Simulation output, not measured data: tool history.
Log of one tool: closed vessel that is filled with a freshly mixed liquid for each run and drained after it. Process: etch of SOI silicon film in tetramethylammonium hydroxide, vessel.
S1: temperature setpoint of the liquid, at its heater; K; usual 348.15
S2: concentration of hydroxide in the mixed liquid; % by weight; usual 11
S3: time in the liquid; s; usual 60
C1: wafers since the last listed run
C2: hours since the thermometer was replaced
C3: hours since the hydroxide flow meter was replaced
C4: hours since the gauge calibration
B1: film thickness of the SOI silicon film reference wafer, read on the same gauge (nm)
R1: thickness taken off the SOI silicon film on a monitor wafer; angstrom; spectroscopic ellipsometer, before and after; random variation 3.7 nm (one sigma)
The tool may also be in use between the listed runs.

run,hour,S1,S2,S3,C1,C2,C3,C4,B1,R1
1,0,342.15,11,60,0,465.3,1312.5,149.9,100.02,4166.9
2,32.3,348.15,11,70,2023,497.6,1344.8,182.2,99.97,6861.6
3,45.2,348.15,11,60,808,510.5,1357.7,195.1,100.04,5895
4,74.1,348.15,11,60,1810,539.4,1386.6,224,99.99,5865.5
5,103,348.15,11,60,1810,568.3,1415.5,252.9,99.99,5905.8
6,136.8,348.15,11,75,2117,602.1,1449.3,286.7,100.01,7407.4
7,155.6,348.15,11,75,1177,620.9,1468.1,305.5,99.98,7383.9
8,188.1,348.15,11,60,2036,653.4,1500.6,338,99.98,5925
9,213.5,348.15,11,60,1591,678.8,1526,363.4,100.04,5969.6
10,247.7,348.15,11,60,2142,713,1560.2,397.6,100.01,5927.5
11,278.1,348.15,11,60,1904,743.4,1590.6,428,99.98,5876.1
12,310.6,348.15,11,90,2036,775.9,1623.1,460.5,100.02,9026.7
13,325.8,348.15,12.5,85,952,791.1,1638.3,475.7,99.96,8108.5
# hour 348: hydroxide flow meter replaced
14,354.1,355.65,8,75,1710,819.4,6.1,504,100,12150.9
15,377.9,348.15,13.5,60,1491,843.2,29.9,527.8,99.97,5214.3
# hour 386.4: thermometer replaced
16,399.8,348.15,8.5,60,1309,13.4,51.8,549.7,100.02,6247.3
17,427.7,348.15,11,60,1748,41.3,79.7,577.6,99.99,5773.3
18,462.7,348.15,11,60,2193,76.3,114.7,612.6,99.98,5700.6
19,482.1,353.65,11,60,1215,95.7,134.1,632,100,7767.6
20,509.1,355.65,11,60,1691,122.7,161.1,659,100.03,8656.4
21,521.9,355.15,11,60,802,135.5,173.9,671.8,100.01,8418
22,535.4,340.15,8.5,80,845,149,187.4,685.3,99.99,5186.8
23,560.6,348.15,11,60,1578,174.2,212.6,710.5,99.98,5674.1
# hour 573.6: gauge calibrated
24,593.8,342.65,8.5,75,2080,207.4,245.8,20.2,100.04,5763.1
25,619.3,348.15,11,95,1597,232.9,271.3,45.7,100.05,8932.1
26,650.9,348.15,11,80,1979,264.5,302.9,77.3,99.97,7601.8
27,682.9,351.65,9,85,2005,296.5,334.9,109.3,100.02,10557.6
28,716.3,348.15,11,60,2092,329.9,368.3,142.7,99.98,5765.6
29,733.9,344.15,13,85,1102,347.5,385.9,160.3,100.02,6049.7
30,765.6,353.65,12.5,75,1986,379.2,417.6,192,99.99,9383.9
31,789.4,348.15,13.5,40,1491,403,441.4,215.8,99.95,3522
32,824.4,348.15,11,60,2193,438,476.4,250.8,100.01,5766.9
33,839.4,348.15,12.5,60,939,453,491.4,265.8,99.96,5482.3
34,869.9,351.65,13,35,1911,483.5,521.9,296.3,100.02,3874.3
35,925.3,348.15,11,60,3471,538.9,577.3,351.7,100,5822.7

Hidden state at the last listed run before each entry between runs and at the first one after, where it differs:
Between runs 13 and 14: hydroxide flow meter replaced (hour 348)
  hydroxide flow below the setpoint (%): 14.5 -> 0.892
  measured less the result without the state, R1: +477.3 -> +33.4 angstrom
Between runs 15 and 16: thermometer replaced (hour 386.4)
  hydroxide flow below the setpoint (%): 1.09 -> 1.27
  measured less the result without the state, R1: +27.2 -> +26.7 angstrom
Between runs 23 and 24: gauge calibrated (hour 573.6)
  hydroxide flow below the setpoint (%): 2.58 -> 2.86
  measured less the result without the state, R1: +52.3 -> +54.9 angstrom

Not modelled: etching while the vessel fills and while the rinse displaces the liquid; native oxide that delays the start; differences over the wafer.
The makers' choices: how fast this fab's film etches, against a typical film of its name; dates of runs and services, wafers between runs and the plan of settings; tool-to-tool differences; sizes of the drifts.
